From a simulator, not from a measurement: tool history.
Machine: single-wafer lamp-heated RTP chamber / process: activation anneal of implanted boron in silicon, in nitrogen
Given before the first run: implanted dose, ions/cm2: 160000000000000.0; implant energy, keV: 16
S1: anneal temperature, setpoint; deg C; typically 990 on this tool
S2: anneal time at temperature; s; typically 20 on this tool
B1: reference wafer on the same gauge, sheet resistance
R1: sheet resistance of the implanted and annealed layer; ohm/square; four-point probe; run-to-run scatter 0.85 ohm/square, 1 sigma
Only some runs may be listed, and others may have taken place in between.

Run 1, day 0.000: usual settings but S1 973 deg C, S2 15 s; B1 624.89. Result: R1 573.99 ohm/square.
Run 2, day 2.792: usual settings but S1 973 deg C, S2 15 s; B1 625.09. Result: R1 570.53 ohm/square.
Run 3, day 6.946: usual settings but S2 13 s; B1 625.13. Result: R1 561.81 ohm/square.
At day 9.129: pyrometer window cleaned and pyrometer calibrated.
Run 4, day 10.596: usual settings but S2 13 s; B1 624.99. Result: R1 564.31 ohm/square.
Run 5, day 12.100: usual settings but S2 12 s; B1 624.85. Result: R1 565.71 ohm/square.
Run 6, day 16.442: usual settings; B1 625.05. Result: R1 561.03 ohm/square.
Run 7, day 20.433: usual settings; B1 624.97. Result: R1 560.14 ohm/square.
At day 22.596: pyrometer window cleaned and pyrometer calibrated.
At day 23.462: gauge calibrated.
Run 8, day 23.571: usual settings; B1 624.91. Result: R1 562.71 ohm/square.
Run 9, day 26.088: usual settings; B1 624.88. Result: R1 560.37 ohm/square.
Run 10, day 30.388: usual settings but S1 1002 deg C; B1 624.84. Result: R1 558.78 ohm/square.
Run 11, day 32.942: usual settings; B1 625.15. Result: R1 560.70 ohm/square.
At day 34.458: pyrometer window cleaned and pyrometer calibrated.
At day 36.075: reflector plate cleaned.
Run 12, day 37.246: usual settings but S1 1005 deg C, S2 27 s; B1 625.09. Result: R1 558.70 ohm/square.
Run 13, day 39.571: usual settings but S1 1016 deg C, S2 28 s; B1 624.81. Result: R1 557.00 ohm/square.
Run 14, day 42.638: usual settings but S1 1005 deg C, S2 26 s; B1 625.01. Result: R1 556.87 ohm/square.
At day 47.008: pyrometer window cleaned and pyrometer calibrated.
Run 15, day 47.029: usual settings; B1 624.99. Result: R1 562.30 ohm/square.
Run 16, day 49.062: usual settings but S2 14 s; B1 625.16. Result: R1 563.57 ohm/square.
Run 17, day 51.088: usual settings; B1 625.20. Result: R1 562.33 ohm/square.
Run 18, day 53.025: usual settings but S1 1008 deg C, S2 11 s; B1 625.03. Result: R1 559.24 ohm/square.
Run 19, day 55.758: usual settings but S1 1008 deg C; B1 624.96. Result: R1 558.42 ohm/square.
Run 20, day 59.367: usual settings; B1 625.08. Result: R1 559.76 ohm/square.
At day 60.904: pyrometer window cleaned and pyrometer calibrated.
Run 21, day 62.500: usual settings but S1 1004 deg C, S2 28 s; B1 624.94. Result: R1 558.20 ohm/square.

4 options for the next run, each taken on its own from the tool as it stands now. Forecast them:
Run A, day 62.517: usual settings; B1 ?. Result: R1 ?.
Run B, day 62.517: usual settings but S2 30 s; B1 ?. Result: R1 ?.
Run C, day 62.517: usual settings but S1 1012 deg C, S2 32 s; B1 ?. Result: R1 ?.
Run D, day 62.517: usual settings but S1 1008 deg C, S2 13 s; B1 ?. Result: R1 ?.

run      B1      R1
  A  625.05  563.19
  B  625.05  561.41
  C  625.05  557.27
  D  625.05  560.08
With the hidden condition removed and each run's random variation left untouched, the same runs would have given:
run      R1
  A  563.82
  B  561.94
  C  557.44
  D  560.38

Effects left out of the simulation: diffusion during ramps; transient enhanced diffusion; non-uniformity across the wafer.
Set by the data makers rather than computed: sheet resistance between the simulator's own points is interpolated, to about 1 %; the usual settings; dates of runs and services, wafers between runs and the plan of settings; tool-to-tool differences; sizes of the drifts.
